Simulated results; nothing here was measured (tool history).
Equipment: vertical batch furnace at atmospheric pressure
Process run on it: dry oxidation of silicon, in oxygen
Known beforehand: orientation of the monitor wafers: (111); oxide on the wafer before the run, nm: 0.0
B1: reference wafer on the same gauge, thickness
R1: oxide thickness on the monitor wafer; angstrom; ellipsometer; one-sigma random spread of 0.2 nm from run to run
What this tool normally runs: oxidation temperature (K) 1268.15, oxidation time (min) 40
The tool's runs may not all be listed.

Run 1, hour 0: usual settings; B1 62.28. Result: R1 534.4 angstrom.
Run 2, hour 48.6: usual settings; B1 62.37. Result: R1 528.8 angstrom.
Run 3, hour 105.6: usual settings but oxidation temperature (K) 1262.15; B1 62.29. Result: R1 510.6 angstrom.
Run 4, hour 170.3: usual settings; B1 62.28. Result: R1 530.1 angstrom.
Run 5, hour 214.9: usual settings; B1 62.31. Result: R1 530.5 angstrom.
Run 6, hour 252.7: usual settings; B1 62.27. Result: R1 528 angstrom.
Run 7, hour 312.3: usual settings but oxidation temperature (K) 1259.15; B1 62.29. Result: R1 494.9 angstrom.
Run 8, hour 367.5: usual settings but oxidation temperature (K) 1259.15; B1 62.26. Result: R1 490 angstrom.
Run 9, hour 432.9: usual settings but oxidation temperature (K) 1259.15; B1 62.39. Result: R1 492.6 angstrom.
Run 10, hour 486: usual settings; B1 62.33. Result: R1 530.9 angstrom.
Run 11, hour 679.3: usual settings; B1 62.31. Result: R1 526.4 angstrom.
Run 12, hour 816.3: usual settings but oxidation time (min) 26.5; B1 62.35. Result: R1 396.1 angstrom.
Run 13, hour 861.3: usual settings; B1 62.27. Result: R1 524.1 angstrom.
Run 14, hour 885.7: usual settings; B1 62.29. Result: R1 524.8 angstrom.
Run 15, hour 938.1: usual settings; B1 62.27. Result: R1 525.3 angstrom.
Run 16, hour 998.5: usual settings; B1 62.26. Result: R1 523 angstrom.
Run 17, hour 1066.2: usual settings; B1 62.29. Result: R1 521.5 angstrom.
Run 18, hour 1097.7: usual settings; B1 62.3. Result: R1 523.5 angstrom.
At hour 1137: gauge calibrated.
Run 19, hour 1169.2: usual settings; B1 62.3. Result: R1 522 angstrom.
Run 20, hour 1219.5: usual settings but oxidation temperature (K) 1259.15, oxidation time (min) 59.5; B1 62.32. Result: R1 634.9 angstrom.
Run 21, hour 1245.9: usual settings but oxidation time (min) 58; B1 62.34. Result: R1 669.8 angstrom.
At hour 1463.6: boat lift adjusted.
Run 22, hour 1464.1: usual settings; B1 62.32. Result: R1 534.1 angstrom.

Run 23, settings as shown, results not yet in. Your forecast:
Run 23, hour 1484.7: usual settings but oxidation temperature (K) 1245.15, oxidation time (min) 54; B1 ?. Result: R1 ?.

{"run 23": {"B1": 62.31, "R1": 548.2}}
Minus the tool's unlogged condition, the same run would have read R1 549.7 angstrom.
